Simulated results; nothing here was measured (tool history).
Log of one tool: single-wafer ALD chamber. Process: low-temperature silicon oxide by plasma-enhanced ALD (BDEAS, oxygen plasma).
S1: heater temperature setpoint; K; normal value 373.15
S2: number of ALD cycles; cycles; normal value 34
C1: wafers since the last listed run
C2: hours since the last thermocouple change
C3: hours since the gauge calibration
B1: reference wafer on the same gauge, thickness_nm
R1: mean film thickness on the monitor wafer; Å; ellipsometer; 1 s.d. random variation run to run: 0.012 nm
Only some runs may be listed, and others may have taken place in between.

{"run": 1, "day": 0.0, "S1": 366.15, "S2": 34, "C1": 0, "C2": 1436.3, "C3": 246.7, "B1": 4.0, "R1": 47.91}
{"run": 2, "day": 0.571, "S1": 366.15, "S2": 34, "C1": 91, "C2": 1450.0, "C3": 260.4, "B1": 3.995, "R1": 47.76}
{"run": 3, "day": 1.404, "S1": 366.15, "S2": 34, "C1": 133, "C2": 1470.0, "C3": 280.4, "B1": 3.99, "R1": 47.81}
{"run": 4, "day": 2.146, "S1": 362.15, "S2": 34, "C1": 118, "C2": 1487.8, "C3": 298.2, "B1": 3.99, "R1": 48.4}
{"run": 5, "day": 3.521, "S1": 362.15, "S2": 34, "C1": 219, "C2": 1520.8, "C3": 331.2, "B1": 3.983, "R1": 48.5}
{"run": 6, "day": 4.233, "S1": 362.15, "S2": 34, "C1": 113, "C2": 1537.9, "C3": 348.3, "B1": 3.983, "R1": 48.46}
{"run": 7, "day": 5.433, "S1": 373.15, "S2": 34, "C1": 191, "C2": 1566.7, "C3": 377.1, "B1": 3.98, "R1": 46.32}
{"run": 8, "day": 6.762, "S1": 373.15, "S2": 34, "C1": 212, "C2": 1598.6, "C3": 409.0, "B1": 3.973, "R1": 46.03}
{"run": 9, "day": 8.088, "S1": 373.15, "S2": 38, "C1": 211, "C2": 1630.4, "C3": 440.8, "B1": 3.973, "R1": 51.6}
{"run": 10, "day": 9.429, "S1": 373.15, "S2": 34, "C1": 214, "C2": 1662.6, "C3": 473.0, "B1": 3.964, "R1": 46.01}
{"run": 11, "day": 10.042, "S1": 373.15, "S2": 34, "C1": 97, "C2": 1677.3, "C3": 487.7, "B1": 3.966, "R1": 46.05}
{"run": 12, "day": 10.546, "S1": 373.15, "S2": 31, "C1": 80, "C2": 1689.4, "C3": 499.8, "B1": 3.961, "R1": 41.97}
{"day": 10.867, "done": "gauge calibrated"}
{"run": 13, "day": 11.379, "S1": 373.15, "S2": 34, "C1": 133, "C2": 1709.4, "C3": 12.3, "B1": 4.04, "R1": 46.88}
{"run": 14, "day": 12.438, "S1": 377.15, "S2": 34, "C1": 168, "C2": 1734.8, "C3": 37.7, "B1": 4.035, "R1": 46.54}
{"run": 15, "day": 13.446, "S1": 373.15, "S2": 34, "C1": 160, "C2": 1759.0, "C3": 61.9, "B1": 4.037, "R1": 47.05}
{"run": 16, "day": 14.246, "S1": 373.15, "S2": 34, "C1": 127, "C2": 1778.2, "C3": 81.1, "B1": 4.033, "R1": 46.67}
{"run": 17, "day": 18.321, "S1": 377.15, "S2": 34, "C1": 650, "C2": 1876.0, "C3": 178.9, "B1": 4.02, "R1": 46.16}
{"day": 19.1, "done": "thermocouple changed; heater temperature recalibrated"}
{"run": 18, "day": 19.612, "S1": 368.15, "S2": 28, "C1": 152, "C2": 12.3, "C3": 209.9, "B1": 4.016, "R1": 38.98}
{"run": 19, "day": 20.146, "S1": 379.15, "S2": 36, "C1": 85, "C2": 25.1, "C3": 222.7, "B1": 4.015, "R1": 48.56}
{"run": 20, "day": 21.492, "S1": 386.15, "S2": 32, "C1": 214, "C2": 57.4, "C3": 255.0, "B1": 4.008, "R1": 42.57}
{"run": 21, "day": 22.567, "S1": 387.15, "S2": 34, "C1": 171, "C2": 83.2, "C3": 280.8, "B1": 4.0, "R1": 45.18}
{"run": 22, "day": 23.308, "S1": 378.15, "S2": 40, "C1": 118, "C2": 101.0, "C3": 298.6, "B1": 4.002, "R1": 53.93}
{"run": 23, "day": 24.525, "S1": 367.15, "S2": 30, "C1": 194, "C2": 130.2, "C3": 327.8, "B1": 3.997, "R1": 42.09}
{"run": 24, "day": 25.238, "S1": 360.15, "S2": 30, "C1": 113, "C2": 147.3, "C3": 344.9, "B1": 3.997, "R1": 43.23}
{"run": 25, "day": 25.821, "S1": 384.15, "S2": 34, "C1": 93, "C2": 161.3, "C3": 358.9, "B1": 3.995, "R1": 45.45}

5 options for the next run, each taken on its own from the tool as it stands now. Forecast them:
{"run": "A", "day": 25.842, "S1": 365.15, "S2": 34, "C1": 3, "C2": 161.8, "C3": 359.4, "B1": "?", "R1": "?"}
{"run": "B", "day": 25.842, "S1": 368.15, "S2": 34, "C1": 3, "C2": 161.8, "C3": 359.4, "B1": "?", "R1": "?"}
{"run": "C", "day": 25.842, "S1": 378.15, "S2": 28, "C1": 3, "C2": 161.8, "C3": 359.4, "B1": "?", "R1": "?"}
{"run": "D", "day": 25.842, "S1": 387.15, "S2": 39, "C1": 3, "C2": 161.8, "C3": 359.4, "B1": "?", "R1": "?"}
{"run": "E", "day": 25.842, "S1": 373.15, "S2": 40, "C1": 3, "C2": 161.8, "C3": 359.4, "B1": "?", "R1": "?"}

run=A B1=3.994 R1=47.88
run=B B1=3.994 R1=47.30
run=C B1=3.994 R1=37.78
run=D B1=3.994 R1=51.64
run=E B1=3.994 R1=54.53
With no hidden state in the tool, these same runs would have given:
run=A R1=48.43
run=B R1=47.85
run=C R1=38.22
run=D R1=52.24
run=E R1=55.16
